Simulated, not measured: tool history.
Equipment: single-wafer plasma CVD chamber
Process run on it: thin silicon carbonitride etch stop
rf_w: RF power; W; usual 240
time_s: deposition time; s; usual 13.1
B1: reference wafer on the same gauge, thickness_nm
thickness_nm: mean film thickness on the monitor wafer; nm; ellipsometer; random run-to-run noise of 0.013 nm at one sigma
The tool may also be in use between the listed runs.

{"run": 1, "day": 0.0, "rf_w": 240, "time_s": 13.1, "B1": 7.261, "thickness_nm": 8.772}
{"run": 2, "day": 0.746, "rf_w": 210, "time_s": 13.1, "B1": 7.262, "thickness_nm": 8.516}
{"run": 3, "day": 1.925, "rf_w": 240, "time_s": 13.1, "B1": 7.256, "thickness_nm": 8.791}
{"run": 4, "day": 3.029, "rf_w": 240, "time_s": 13.1, "B1": 7.264, "thickness_nm": 8.758}
{"run": 5, "day": 3.717, "rf_w": 275, "time_s": 12.0, "B1": 7.262, "thickness_nm": 8.273}
{"day": 5.083, "done": "RF generator calibrated"}
{"run": 6, "day": 5.125, "rf_w": 275, "time_s": 12.0, "B1": 7.262, "thickness_nm": 8.47}
{"run": 7, "day": 5.646, "rf_w": 275, "time_s": 12.0, "B1": 7.263, "thickness_nm": 8.459}
{"day": 5.812, "done": "gauge calibrated"}
{"run": 8, "day": 6.904, "rf_w": 240, "time_s": 14.4, "B1": 7.261, "thickness_nm": 9.812}
{"run": 9, "day": 7.962, "rf_w": 240, "time_s": 13.1, "B1": 7.26, "thickness_nm": 8.934}
{"run": 10, "day": 8.862, "rf_w": 240, "time_s": 13.1, "B1": 7.262, "thickness_nm": 8.946}
{"run": 11, "day": 9.871, "rf_w": 240, "time_s": 13.1, "B1": 7.26, "thickness_nm": 8.943}
{"run": 12, "day": 10.7, "rf_w": 240, "time_s": 13.1, "B1": 7.264, "thickness_nm": 8.942}
{"run": 13, "day": 13.896, "rf_w": 240, "time_s": 13.1, "B1": 7.26, "thickness_nm": 8.933}
{"run": 14, "day": 15.262, "rf_w": 240, "time_s": 11.3, "B1": 7.26, "thickness_nm": 7.721}
{"run": 15, "day": 16.758, "rf_w": 200, "time_s": 14.9, "B1": 7.26, "thickness_nm": 9.759}
{"run": 16, "day": 17.833, "rf_w": 270, "time_s": 10.9, "B1": 7.259, "thickness_nm": 7.647}
{"run": 17, "day": 18.554, "rf_w": 285, "time_s": 10.5, "B1": 7.263, "thickness_nm": 7.42}
{"run": 18, "day": 19.167, "rf_w": 280, "time_s": 14.2, "B1": 7.26, "thickness_nm": 10.006}
{"run": 19, "day": 19.925, "rf_w": 240, "time_s": 15.1, "B1": 7.258, "thickness_nm": 10.291}
{"run": 20, "day": 21.279, "rf_w": 240, "time_s": 12.2, "B1": 7.262, "thickness_nm": 8.312}
{"run": 21, "day": 21.842, "rf_w": 200, "time_s": 11.9, "B1": 7.263, "thickness_nm": 7.797}
{"run": 22, "day": 23.329, "rf_w": 265, "time_s": 15.0, "B1": 7.257, "thickness_nm": 10.424}
{"run": 23, "day": 24.129, "rf_w": 280, "time_s": 15.5, "B1": 7.258, "thickness_nm": 10.96}
{"run": 24, "day": 25.679, "rf_w": 225, "time_s": 15.3, "B1": 7.258, "thickness_nm": 10.252}
{"day": 26.117, "done": "thermocouple changed; heater temperature recalibrated"}
{"run": 25, "day": 26.921, "rf_w": 225, "time_s": 15.7, "B1": 7.262, "thickness_nm": 10.528}
{"day": 27.533, "done": "showerhead replaced"}
{"run": 26, "day": 27.758, "rf_w": 240, "time_s": 13.1, "B1": 7.264, "thickness_nm": 8.915}
{"run": 27, "day": 29.125, "rf_w": 240, "time_s": 13.1, "B1": 7.264, "thickness_nm": 8.9}
{"run": 28, "day": 30.433, "rf_w": 270, "time_s": 11.1, "B1": 7.255, "thickness_nm": 7.743}
{"run": 29, "day": 31.233, "rf_w": 270, "time_s": 13.1, "B1": 7.258, "thickness_nm": 9.12}
{"run": 30, "day": 32.267, "rf_w": 270, "time_s": 13.9, "B1": 7.257, "thickness_nm": 9.71}
{"run": 31, "day": 33.379, "rf_w": 240, "time_s": 15.0, "B1": 7.262, "thickness_nm": 10.187}
{"run": 32, "day": 33.917, "rf_w": 280, "time_s": 14.2, "B1": 7.259, "thickness_nm": 9.976}
{"run": 33, "day": 34.767, "rf_w": 240, "time_s": 13.1, "B1": 7.262, "thickness_nm": 8.897}
{"run": 34, "day": 35.325, "rf_w": 270, "time_s": 10.6, "B1": 7.263, "thickness_nm": 7.406}
{"run": 35, "day": 35.833, "rf_w": 195, "time_s": 11.9, "B1": 7.261, "thickness_nm": 7.706}
{"run": 36, "day": 37.262, "rf_w": 240, "time_s": 13.1, "B1": 7.26, "thickness_nm": 8.894}
{"run": 37, "day": 38.262, "rf_w": 200, "time_s": 13.1, "B1": 7.261, "thickness_nm": 8.516}

Below are 3 alternative next runs, each starting from the tool's condition after run 37. Predict each:
{"run": "A", "day": 38.279, "rf_w": 240, "time_s": 13.1, "B1": "?", "thickness_nm": "?"}
{"run": "B", "day": 38.279, "rf_w": 255, "time_s": 15.3, "B1": "?", "thickness_nm": "?"}
{"run": "C", "day": 38.279, "rf_w": 265, "time_s": 11.8, "B1": "?", "thickness_nm": "?"}

run=A B1=7.258 thickness_nm=8.881
run=B B1=7.258 thickness_nm=10.515
run=C B1=7.258 thickness_nm=8.181
Without the tool's hidden state the same runs would have given:
run=A thickness_nm=8.974
run=B thickness_nm=10.626
run=C thickness_nm=8.267
